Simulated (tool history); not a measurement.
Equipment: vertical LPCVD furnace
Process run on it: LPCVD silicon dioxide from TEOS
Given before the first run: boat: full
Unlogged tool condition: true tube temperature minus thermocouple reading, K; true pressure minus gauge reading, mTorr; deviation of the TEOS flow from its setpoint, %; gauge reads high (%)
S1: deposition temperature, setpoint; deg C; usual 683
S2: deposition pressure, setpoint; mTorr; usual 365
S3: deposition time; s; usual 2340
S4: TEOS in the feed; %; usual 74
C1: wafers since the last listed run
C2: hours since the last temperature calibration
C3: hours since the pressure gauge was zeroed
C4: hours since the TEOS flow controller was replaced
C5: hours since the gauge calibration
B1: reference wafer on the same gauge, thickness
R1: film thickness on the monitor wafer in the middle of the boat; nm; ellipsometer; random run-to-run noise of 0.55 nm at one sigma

run   hour   S1   S2    S3  S4    C1      C2      C3      C4     C5      B1      R1
  1      0  683  365  1740  74     0  3388.1  3336.2  5185.2  575.6  207.76  144.24
  2   58.1  683  365  1740  74   952  3446.2  3394.3  5243.3  633.7  207.94  144.71
  3   83.5  683  365  2340  74   416  3471.6  3419.7  5268.7  659.1  208.04  194.24
  4  145.7  683  365  2340  74  1019  3533.8  3481.9  5330.9  721.3  208.13  195.74
  5  177.7  683  365  2340  74   524  3565.8  3513.9  5362.9  753.3  208.17  194.25
  6  232.6  683  365  2340  74   900  3620.7  3568.8  5417.8  808.2   207.9  195.45
  7  289.4  683  365  2340  74   931  3677.5  3625.6  5474.6    865  207.91  195.71
     307.5  -- gauge calibrated
  8  320.7  683  295  2340  74   513  3708.8  3656.9  5505.9   13.2  207.57  177.91
  9  385.6  683  295  2340  74  1064  3773.7  3721.8  5570.8   78.1  208.07  176.94
 10  423.6  683  295  2340  74   623  3811.7  3759.8  5608.8  116.1  208.13  177.77
     455.5  -- TEOS flow controller replaced
     470.7  -- thermocouples replaced and temperature profile calibrated
 11  471.2  683  410  2580  69   138     0.5  3807.4    15.7  163.7   208.4  206.26
 12  519.3  691  365  2340  81   788    48.6  3855.5    63.8  211.8  207.92  233.27
 13    553  683  440  2340  74   552    82.3  3889.2    97.5  245.5  207.89  201.62
 14  593.6  683  275  2340  70   665   122.9  3929.8   138.1  286.1  208.02  154.62
 15  647.8  687  305  2340  63   888   177.1    3984   192.3  340.3  207.84  169.97
 16  681.3  683  405  3150  86   549   210.6  4017.5   225.8  373.8  208.22  280.71
       737  -- pressure gauge zeroed
 17  737.5  683  295  2340  74   527   266.8     0.5     282    430  207.76  165.41
 18    798  683  365  2340  74   992   327.3      61   342.5  490.5  207.95  183.18
 19  831.9  688  390  2880  67   555   361.2    94.9   376.4  524.4  207.98  250.82

Estimate the outcome of run 20 from the log above:
 20  864.2  678  365  2340  74  529  393.5  127.2  408.7  556.7   ?   ?

Run 20 produced B1 208.12, R1 161.85 nm.
Were there no unlogged condition in the tool, this run, its random variation unchanged, would have produced R1 161.43 nm.

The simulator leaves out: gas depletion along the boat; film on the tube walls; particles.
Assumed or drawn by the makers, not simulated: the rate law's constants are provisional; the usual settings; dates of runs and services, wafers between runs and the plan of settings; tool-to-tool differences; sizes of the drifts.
